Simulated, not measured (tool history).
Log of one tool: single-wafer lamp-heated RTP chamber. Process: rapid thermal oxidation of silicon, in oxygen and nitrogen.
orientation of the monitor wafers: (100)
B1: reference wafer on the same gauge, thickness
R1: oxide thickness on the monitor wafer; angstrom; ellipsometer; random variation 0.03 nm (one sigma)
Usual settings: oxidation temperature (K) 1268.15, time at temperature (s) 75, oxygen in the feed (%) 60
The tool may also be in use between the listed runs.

run 1 hour=0 | oxidation_temperature_(K)=1268.15 time_at_temperature_(s)=75 oxygen_in_the_feed_(%)=60 | B1=4.248 | R1=50.8
run 2 hour=22.9 | oxidation_temperature_(K)=1268.15 time_at_temperature_(s)=75 oxygen_in_the_feed_(%)=60 | B1=4.244 | R1=50.24
run 3 hour=103.5 | oxidation_temperature_(K)=1268.15 time_at_temperature_(s)=98 oxygen_in_the_feed_(%)=60 | B1=4.252 | R1=57.19
run 4 hour=127.1 | oxidation_temperature_(K)=1268.15 time_at_temperature_(s)=98 oxygen_in_the_feed_(%)=60 | B1=4.242 | R1=57.05
-- hour=152.8 oxygen flow controller replaced
run 5 hour=153.3 | oxidation_temperature_(K)=1268.15 time_at_temperature_(s)=75 oxygen_in_the_feed_(%)=60 | B1=4.245 | R1=50.86
-- hour=185.9 pyrometer window cleaned and pyrometer calibrated
run 6 hour=186.4 | oxidation_temperature_(K)=1268.15 time_at_temperature_(s)=75 oxygen_in_the_feed_(%)=60 | B1=4.242 | R1=51.06
run 7 hour=197.6 | oxidation_temperature_(K)=1282.15 time_at_temperature_(s)=75 oxygen_in_the_feed_(%)=60 | B1=4.251 | R1=55.85
run 8 hour=230.3 | oxidation_temperature_(K)=1282.15 time_at_temperature_(s)=75 oxygen_in_the_feed_(%)=60 | B1=4.234 | R1=56.22
-- hour=233.4 gauge calibrated
run 9 hour=256 | oxidation_temperature_(K)=1292.15 time_at_temperature_(s)=75 oxygen_in_the_feed_(%)=52 | B1=4.241 | R1=57.41
run 10 hour=289.8 | oxidation_temperature_(K)=1268.15 time_at_temperature_(s)=51 oxygen_in_the_feed_(%)=68 | B1=4.227 | R1=44.74
run 11 hour=316.4 | oxidation_temperature_(K)=1293.15 time_at_temperature_(s)=75 oxygen_in_the_feed_(%)=87 | B1=4.24 | R1=69.26
run 12 hour=337.5 | oxidation_temperature_(K)=1268.15 time_at_temperature_(s)=75 oxygen_in_the_feed_(%)=60 | B1=4.243 | R1=51.32
run 13 hour=367.2 | oxidation_temperature_(K)=1268.15 time_at_temperature_(s)=75 oxygen_in_the_feed_(%)=34 | B1=4.251 | R1=42.11
run 14 hour=382.5 | oxidation_temperature_(K)=1289.15 time_at_temperature_(s)=110 oxygen_in_the_feed_(%)=41 | B1=4.235 | R1=61.31
run 15 hour=414 | oxidation_temperature_(K)=1292.15 time_at_temperature_(s)=75 oxygen_in_the_feed_(%)=52 | B1=4.246 | R1=57.45
run 16 hour=433.3 | oxidation_temperature_(K)=1268.15 time_at_temperature_(s)=92 oxygen_in_the_feed_(%)=60 | B1=4.244 | R1=54.78

Forecast each of these 3 alternatives for the next run:
run A hour=433.7 | oxidation_temperature_(K)=1268.15 time_at_temperature_(s)=75 oxygen_in_the_feed_(%)=60 | B1=? | R1=?
run B hour=433.7 | oxidation_temperature_(K)=1291.15 time_at_temperature_(s)=88 oxygen_in_the_feed_(%)=75 | B1=? | R1=?
run C hour=433.7 | oxidation_temperature_(K)=1268.15 time_at_temperature_(s)=103 oxygen_in_the_feed_(%)=60 | B1=? | R1=?

run=A B1=4.25 R1=50.75
run=B B1=4.25 R1=69.51
run=C B1=4.25 R1=58.34
Without the tool's hidden state the same runs would have given:
run=A R1=50.75
run=B R1=69.51
run=C R1=58.34
